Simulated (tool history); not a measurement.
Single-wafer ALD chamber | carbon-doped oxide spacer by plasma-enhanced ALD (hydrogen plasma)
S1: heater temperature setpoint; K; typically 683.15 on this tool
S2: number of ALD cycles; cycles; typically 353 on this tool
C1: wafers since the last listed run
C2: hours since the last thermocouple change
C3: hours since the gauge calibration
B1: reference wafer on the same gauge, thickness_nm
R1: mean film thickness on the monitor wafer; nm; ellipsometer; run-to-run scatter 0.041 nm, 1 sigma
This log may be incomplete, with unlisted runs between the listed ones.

run	hour	S1	S2	C1	C2	C3	B1	R1
1	0	683.15	310	0	1052.5	2917.7	16.59	14.333
2	62.7	683.15	310	64	1115.2	2980.4	16.597	14.228
3	143.5	683.15	310	82	1196	3061.2	16.607	14.286
4	220.3	683.15	353	78	1272.8	3138	16.599	16.207
5	279.9	683.15	353	61	1332.4	3197.6	16.606	16.208
6	367.7	683.15	353	90	1420.2	3285.4	16.596	16.261
7	433.4	689.15	353	67	1485.9	3351.1	16.607	15.997
8	524.4	689.15	353	93	1576.9	3442.1	16.612	16.009
9	774.8	689.15	353	256	1827.3	3692.5	16.6	15.916
10	828.5	683.15	353	55	1881	3746.2	16.596	16.17
11	899.8	683.15	353	73	1952.3	3817.5	16.589	16.191
12	984.5	683.15	353	86	2037	3902.2	16.603	16.214
13	1089.4	692.15	353	107	2141.9	4007.1	16.595	15.818
# hour 1110.8: gauge calibrated
14	1151.2	692.15	353	63	2203.7	40.4	16.595	15.8
15	1233.4	692.15	353	84	2285.9	122.6	16.599	15.84
# hour 1260.5: thermocouple changed; heater temperature recalibrated
16	1302.5	676.15	353	62	42	191.7	16.59	16.709
17	1382.6	683.15	409	82	122.1	271.8	16.592	18.963
18	1428.3	683.15	409	46	167.8	317.5	16.611	18.885
19	1492.5	683.15	409	65	232	381.7	16.614	18.87
20	1567.4	683.15	353	76	306.9	456.6	16.583	16.307
21	1671.2	677.15	411	106	410.7	560.4	16.598	19.343
22	1751.2	683.15	353	82	490.7	640.4	16.618	16.225
23	1837.8	688.15	332	88	577.3	727	16.607	15.047
24	1944	683.15	353	108	683.5	833.2	16.597	16.256
25	2016.6	697.15	397	74	756.1	905.8	16.586	17.539
26	2124.1	676.15	409	110	863.6	1013.3	16.575	19.169
27	2186.7	678.15	330	64	926.2	1075.9	16.593	15.34
28	2228.1	683.15	353	42	967.6	1117.3	16.574	16.146
29	2281.4	697.15	353	54	1020.9	1170.6	16.605	15.577
30	2374	697.15	320	94	1113.5	1263.2	16.599	14.097
31	2424.6	674.15	334	51	1164.1	1313.8	16.6	15.676
32	2508.2	674.15	353	85	1247.7	1397.4	16.597	16.619
33	2609.6	697.15	381	103	1349.1	1498.8	16.619	16.768
34	2695.3	683.15	353	87	1434.8	1584.5	16.605	16.264
35	2745.7	691.15	297	51	1485.2	1634.9	16.603	13.323
36	2829.2	697.15	297	85	1568.7	1718.4	16.596	13.088
37	2892.8	683.15	289	65	1632.3	1782	16.626	13.215
38	3039.3	683.15	353	150	1778.8	1928.5	16.595	16.088
39	3126.8	683.15	353	89	1866.3	2016	16.599	16.14
40	3195.5	670.15	401	70	1935	2084.7	16.611	19.082
41	3375.8	697.15	313	184	2115.3	2265	16.604	13.742

Branching from run 41: 5 alternative next runs. What would each branch give?
A	3376.7	673.15	353	0	2116.2	2265.9	?	?
B	3376.7	683.15	303	0	2116.2	2265.9	?	?
C	3376.7	678.15	400	0	2116.2	2265.9	?	?
D	3376.7	671.15	353	0	2116.2	2265.9	?	?
E	3376.7	670.15	300	0	2116.2	2265.9	?	?

run	B1	R1
A	16.601	16.628
B	16.601	13.889
C	16.601	18.589
D	16.601	16.718
E	16.601	14.246
What these runs would have given with no unlogged condition in the tool:
run	R1
A	16.889
B	14.113
C	18.884
D	16.95
E	14.405
